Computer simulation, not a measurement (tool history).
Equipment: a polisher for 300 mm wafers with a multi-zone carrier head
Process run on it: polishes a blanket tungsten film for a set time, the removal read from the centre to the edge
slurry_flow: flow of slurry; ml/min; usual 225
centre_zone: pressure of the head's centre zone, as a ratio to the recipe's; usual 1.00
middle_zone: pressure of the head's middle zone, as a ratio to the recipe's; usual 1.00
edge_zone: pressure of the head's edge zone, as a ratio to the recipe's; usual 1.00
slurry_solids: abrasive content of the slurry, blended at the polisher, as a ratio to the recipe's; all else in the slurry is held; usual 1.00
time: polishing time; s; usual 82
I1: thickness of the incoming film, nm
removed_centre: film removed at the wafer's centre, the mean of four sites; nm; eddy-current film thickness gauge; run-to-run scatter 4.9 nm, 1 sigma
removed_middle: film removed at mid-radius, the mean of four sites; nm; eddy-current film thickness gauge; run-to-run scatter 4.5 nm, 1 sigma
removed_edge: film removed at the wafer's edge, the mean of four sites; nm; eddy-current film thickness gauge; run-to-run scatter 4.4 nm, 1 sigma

Run 1, day 0.000: usual settings; I1 1112.3. Result: removed_centre 396.6 nm, removed_middle 390.5 nm, removed_edge 409.0 nm.
Run 2, day 3.429: usual settings but slurry_flow 200 ml/min, centre_zone 1.10, slurry_solids 1.10; I1 1098.3. Result: removed_centre 416.4 nm, removed_middle 393.0 nm, removed_edge 405.5 nm.
Run 3, day 6.738: usual settings but slurry_flow 245 ml/min, slurry_solids 1.15; I1 1092.1. Result: removed_centre 408.2 nm, removed_middle 410.9 nm, removed_edge 429.4 nm.
Run 4, day 9.388: usual settings but edge_zone 0.90; I1 1107.2. Result: removed_centre 379.1 nm, removed_middle 385.5 nm, removed_edge 373.9 nm.
Run 5, day 19.404: usual settings; I1 1109.8. Result: removed_centre 367.4 nm, removed_middle 362.8 nm, removed_edge 386.2 nm.
Run 6, day 23.242: usual settings but centre_zone 1.07, middle_zone 1.07, slurry_solids 1.10; I1 1073.6. Result: removed_centre 433.1 nm, removed_middle 433.5 nm, removed_edge 421.7 nm.
Run 7, day 28.871: usual settings but edge_zone 0.91, time 73 s; I1 1080.5. Result: removed_centre 346.9 nm, removed_middle 352.6 nm, removed_edge 333.8 nm.
Run 8, day 30.933: usual settings but slurry_flow 165 ml/min, time 73 s; I1 1071.5. Result: removed_centre 310.1 nm, removed_middle 325.4 nm, removed_edge 341.6 nm.
Run 9, day 34.979: usual settings but centre_zone 1.11, slurry_solids 1.20; I1 1094.3. Result: removed_centre 445.7 nm, removed_middle 413.0 nm, removed_edge 426.3 nm.
Run 10, day 37.742: usual settings but centre_zone 1.04, slurry_solids 1.20; I1 1078.5. Result: removed_centre 415.1 nm, removed_middle 404.1 nm, removed_edge 417.2 nm.
Run 11, day 42.062: usual settings but time 110 s; I1 1102.6. Result: removed_centre 484.6 nm, removed_middle 506.7 nm, removed_edge 517.4 nm.
Run 12, day 44.671: usual settings but slurry_flow 170 ml/min, edge_zone 1.07; I1 1085.6. Result: removed_centre 332.7 nm, removed_middle 334.9 nm, removed_edge 376.1 nm.
Run 13, day 48.954: usual settings but slurry_flow 180 ml/min, middle_zone 0.90, edge_zone 0.94, time 105 s; I1 1094.2. Result: removed_centre 417.3 nm, removed_middle 394.0 nm, removed_edge 448.1 nm.
Run 14, day 52.462: usual settings; I1 1106.8. Result: removed_centre 342.6 nm, removed_middle 347.6 nm, removed_edge 370.9 nm.
Run 15, day 53.971: usual settings but centre_zone 0.93; I1 1082.6. Result: removed_centre 314.9 nm, removed_middle 347.4 nm, removed_edge 368.2 nm.
Run 16, day 56.283: usual settings but centre_zone 0.96; I1 1075.4. Result: removed_centre 322.4 nm, removed_middle 341.3 nm, removed_edge 357.5 nm.
Run 17, day 58.496: usual settings but centre_zone 0.89, middle_zone 0.94, slurry_solids 0.85; I1 1089.4. Result: removed_centre 342.2 nm, removed_middle 349.3 nm, removed_edge 372.5 nm.
Run 18, day 60.238: usual settings; I1 1082.4. Result: removed_centre 395.6 nm, removed_middle 396.8 nm, removed_edge 413.2 nm.
Run 19, day 62.667: usual settings but slurry_solids 1.20, time 58 s; I1 1084.2. Result: removed_centre 296.3 nm, removed_middle 303.7 nm, removed_edge 310.9 nm.
Run 20, day 64.646: usual settings but slurry_flow 175 ml/min, middle_zone 0.89, time 64 s; I1 1068.7. Result: removed_centre 296.8 nm, removed_middle 264.7 nm, removed_edge 306.5 nm.

Missing from the log above: 7 entries noted between runs. For each, name the pair of listed runs it sits between and say how the tool's hidden condition differs from the listed run just before to the listed run just after:
After run 4, before run 5: edge zone pressure recalibrated (day 10.996); worn pad replaced by a new one (day 15.933)
  slurry flow missing at the pad, %: 25.3 -> 38.2
  measured less the result without the state, removed_centre: -21.5 -> -40.2 nm; removed_middle: -19.4 -> -35.0 nm; removed_edge: -13.8 -> -26.8 nm
After run 5, before run 6: slurry nozzle cleaned (day 22.671)
  slurry flow missing at the pad, %: 38.2 -> 9.72
  measured less the result without the state, removed_centre: -40.2 -> -7.5 nm; removed_middle: -35.0 -> -6.7 nm; removed_edge: -26.8 -> -4.9 nm
After run 6, before run 7: carrier head's membrane replaced by a new one (day 25.129)
  slurry flow missing at the pad, %: 9.72 -> 17
  measured less the result without the state, removed_centre: -7.5 -> -11.7 nm; removed_middle: -6.7 -> -10.6 nm; removed_edge: -4.9 -> -7.4 nm
After run 8, before run 9: centre zone pressure recalibrated (day 32.892)
  slurry flow missing at the pad, %: 19.7 -> 24.9
  measured less the result without the state, removed_centre: -17.8 -> -24.7 nm; removed_middle: -16.5 -> -20.4 nm; removed_edge: -12.2 -> -15.4 nm
After run 12, before run 13: worn pad replaced by a new one (day 47.312)
  slurry flow missing at the pad, %: 37.4 -> 42.9
  measured less the result without the state, removed_centre: -48.9 -> -74.7 nm; removed_middle: -42.7 -> -61.0 nm; removed_edge: -33.0 -> -47.4 nm
After run 16, before run 17: slurry nozzle cleaned (day 57.846)
  slurry flow missing at the pad, %: 52.4 -> 5.38
  measured less the result without the state, removed_centre: -69.6 -> -3.1 nm; removed_middle: -63.9 -> -2.8 nm; removed_edge: -46.3 -> -2.3 nm
